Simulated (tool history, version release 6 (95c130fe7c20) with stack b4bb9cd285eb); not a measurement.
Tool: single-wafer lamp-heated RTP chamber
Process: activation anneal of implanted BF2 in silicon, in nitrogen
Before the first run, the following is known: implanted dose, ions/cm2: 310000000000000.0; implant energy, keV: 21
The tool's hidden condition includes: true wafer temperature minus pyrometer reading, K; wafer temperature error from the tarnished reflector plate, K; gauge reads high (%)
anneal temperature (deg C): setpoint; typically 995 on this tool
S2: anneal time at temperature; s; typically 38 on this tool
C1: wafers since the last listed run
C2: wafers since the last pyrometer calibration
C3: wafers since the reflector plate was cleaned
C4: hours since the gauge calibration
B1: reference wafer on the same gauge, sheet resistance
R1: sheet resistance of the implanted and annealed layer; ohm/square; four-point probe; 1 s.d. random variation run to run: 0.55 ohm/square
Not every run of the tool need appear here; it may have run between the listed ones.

Run 1, day 0: usual settings; C1 0; C2 7173; C3 11606; C4 18.1; B1 404.99. Result: R1 367.83 ohm/square.
Run 2, day 1.354: usual settings; C1 225; C2 7398; C3 11832; C4 50.6; B1 403.85. Result: R1 366.75 ohm/square.
Run 3, day 2.667: usual settings but anneal temperature (deg C) 1010; C1 218; C2 7617; C3 12051; C4 82.1; B1 403.39. Result: R1 364.3 ohm/square.
Run 4, day 3.592: usual settings; C1 154; C2 7771; C3 12205; C4 104.3; B1 402.9. Result: R1 365 ohm/square.
Run 5, day 4.633: usual settings; C1 173; C2 7945; C3 12379; C4 129.3; B1 402.66. Result: R1 365.75 ohm/square.
Run 6, day 6.638: usual settings; C1 334; C2 8279; C3 12713; C4 177.4; B1 402.17. Result: R1 365.58 ohm/square.
Run 7, day 7.667: usual settings but anneal temperature (deg C) 974, S2 45 s; C1 171; C2 8450; C3 12884; C4 202.1; B1 402.17. Result: R1 371.34 ohm/square.
Run 8, day 8.367: usual settings but anneal temperature (deg C) 986, S2 55 s; C1 116; C2 8567; C3 13001; C4 218.9; B1 402.24. Result: R1 364.65 ohm/square.
Run 9, day 9.846: usual settings; C1 246; C2 8813; C3 13247; C4 254.4; B1 402.02. Result: R1 366.41 ohm/square.
At day 9.858: gauge calibrated.
Run 10, day 10.479: usual settings but anneal temperature (deg C) 1018, S2 49 s; C1 105; C2 8919; C3 13353; C4 14.9; B1 404.59. Result: R1 361.41 ohm/square.
At day 11.967: reflector plate cleaned.
Run 11, day 11.988: usual settings but anneal temperature (deg C) 1020, S2 18 s; C1 195; C2 9115; C3 3; C4 51.1; B1 403.41. Result: R1 368.53 ohm/square.
At day 12.329: pyrometer window cleaned and pyrometer calibrated.
Run 12, day 12.992: usual settings but anneal temperature (deg C) 968, S2 55 s; C1 111; C2 110; C3 115; C4 75.2; B1 402.84. Result: R1 376.01 ohm/square.
Run 13, day 14.229: usual settings but anneal temperature (deg C) 984, S2 46 s; C1 206; C2 316; C3 321; C4 104.9; B1 402.35. Result: R1 367.38 ohm/square.
Run 14, day 15.354: usual settings but anneal temperature (deg C) 1008, S2 20 s; C1 187; C2 503; C3 509; C4 131.9; B1 402.11. Result: R1 368.45 ohm/square.
Run 15, day 16.346: usual settings but anneal temperature (deg C) 970, S2 45 s; C1 165; C2 669; C3 674; C4 155.7; B1 401.88. Result: R1 373.69 ohm/square.

Consider 3 possible next runs. They are alternatives, not a sequence: every one starts from the tool as it was left by run 15. What does each give?
Run A, day 16.362: usual settings; C1 2; C2 671; C3 677; C4 156.1; B1 ?. Result: R1 ?.
Run B, day 16.362: usual settings but anneal temperature (deg C) 1017; C1 2; C2 671; C3 677; C4 156.1; B1 ?. Result: R1 ?.
Run C, day 16.362: usual settings but anneal temperature (deg C) 970, S2 19 s; C1 2; C2 671; C3 677; C4 156.1; B1 ?. Result: R1 ?.

run      B1      R1
  A  401.83  365.32
  B  401.83  361.87
  C  401.83  381.77
With no hidden state in the tool, these same runs would have given:
run      R1
  A  369.07
  B  365.58
  C  385.68

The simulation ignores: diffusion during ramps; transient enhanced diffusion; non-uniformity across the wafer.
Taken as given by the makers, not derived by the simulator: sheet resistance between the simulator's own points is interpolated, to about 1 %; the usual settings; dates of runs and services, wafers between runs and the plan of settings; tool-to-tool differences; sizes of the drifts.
